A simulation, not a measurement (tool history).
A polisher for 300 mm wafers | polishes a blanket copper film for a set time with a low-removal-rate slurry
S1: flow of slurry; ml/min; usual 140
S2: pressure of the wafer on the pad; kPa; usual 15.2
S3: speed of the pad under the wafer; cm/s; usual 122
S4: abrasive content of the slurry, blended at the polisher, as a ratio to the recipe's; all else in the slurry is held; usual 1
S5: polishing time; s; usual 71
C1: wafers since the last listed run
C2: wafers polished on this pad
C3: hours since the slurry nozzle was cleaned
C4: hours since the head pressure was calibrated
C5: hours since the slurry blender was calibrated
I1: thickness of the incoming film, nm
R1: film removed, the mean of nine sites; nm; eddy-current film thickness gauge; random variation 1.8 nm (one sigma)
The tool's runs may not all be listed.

{"run": 1, "hour": 0.0, "S1": 120, "S2": 15.2, "S3": 122, "S4": 1, "S5": 71, "C1": 0, "C2": 1038, "C3": 455.8, "C4": 1435, "C5": 379.3, "I1": 1536.2, "R1": 155.4}
{"hour": 13.8, "done": "worn pad replaced by a new one"}
{"run": 2, "hour": 16.1, "S1": 120, "S2": 15.2, "S3": 122, "S4": 1, "S5": 71, "C1": 163, "C2": 30, "C3": 471.9, "C4": 1451.1, "C5": 395.4, "I1": 1528.7, "R1": 169.3}
{"run": 3, "hour": 25.4, "S1": 140, "S2": 15.2, "S3": 122, "S4": 1, "S5": 71, "C1": 125, "C2": 156, "C3": 481.2, "C4": 1460.4, "C5": 404.7, "I1": 1486.3, "R1": 168.8}
{"run": 4, "hour": 57.6, "S1": 140, "S2": 15.2, "S3": 122, "S4": 1, "S5": 71, "C1": 434, "C2": 591, "C3": 513.4, "C4": 1492.6, "C5": 436.9, "I1": 1491.9, "R1": 166.8}
{"run": 5, "hour": 65.5, "S1": 140, "S2": 15.2, "S3": 122, "S4": 1, "S5": 71, "C1": 106, "C2": 698, "C3": 521.3, "C4": 1500.5, "C5": 444.8, "I1": 1498.8, "R1": 165.5}
{"hour": 80.2, "done": "slurry blender recalibrated"}
{"hour": 91.5, "done": "head pressure recalibrated"}
{"run": 6, "hour": 92.0, "S1": 170, "S2": 15.2, "S3": 122, "S4": 1, "S5": 71, "C1": 303, "C2": 1002, "C3": 547.8, "C4": 0.5, "C5": 11.8, "I1": 1527.2, "R1": 164.2}
{"run": 7, "hour": 96.9, "S1": 170, "S2": 15.2, "S3": 122, "S4": 1, "S5": 71, "C1": 66, "C2": 1068, "C3": 552.7, "C4": 5.4, "C5": 16.7, "I1": 1498.7, "R1": 161.3}
{"run": 8, "hour": 108.8, "S1": 140, "S2": 15.2, "S3": 122, "S4": 1.1, "S5": 71, "C1": 160, "C2": 1228, "C3": 564.6, "C4": 17.3, "C5": 28.6, "I1": 1523.9, "R1": 153}
{"hour": 118.1, "done": "worn pad replaced by a new one, of another model than before"}
{"hour": 118.4, "done": "slurry nozzle cleaned"}
{"run": 9, "hour": 121.0, "S1": 140, "S2": 15.2, "S3": 140, "S4": 0.85, "S5": 71, "C1": 106, "C2": 34, "C3": 2.6, "C4": 29.5, "C5": 40.8, "I1": 1492, "R1": 177.6}
{"run": 10, "hour": 137.4, "S1": 140, "S2": 15.2, "S3": 122, "S4": 1, "S5": 71, "C1": 221, "C2": 256, "C3": 19, "C4": 45.9, "C5": 57.2, "I1": 1500.4, "R1": 167.9}
{"run": 11, "hour": 145.7, "S1": 140, "S2": 15.2, "S3": 122, "S4": 1.1, "S5": 71, "C1": 112, "C2": 368, "C3": 27.3, "C4": 54.2, "C5": 65.5, "I1": 1526.7, "R1": 171.4}

Run 12 comes next. What will it give?
{"run": 12, "hour": 163.4, "S1": 140, "S2": 15.2, "S3": 122, "S4": 1, "S5": 71, "C1": 239, "C2": 607, "C3": 45, "C4": 71.9, "C5": 83.2, "I1": 1507.3, "R1": "?"}

Run 12 gave R1 164.3 nm.
Without the tool's hidden state the same run would have given R1 171.9 nm.

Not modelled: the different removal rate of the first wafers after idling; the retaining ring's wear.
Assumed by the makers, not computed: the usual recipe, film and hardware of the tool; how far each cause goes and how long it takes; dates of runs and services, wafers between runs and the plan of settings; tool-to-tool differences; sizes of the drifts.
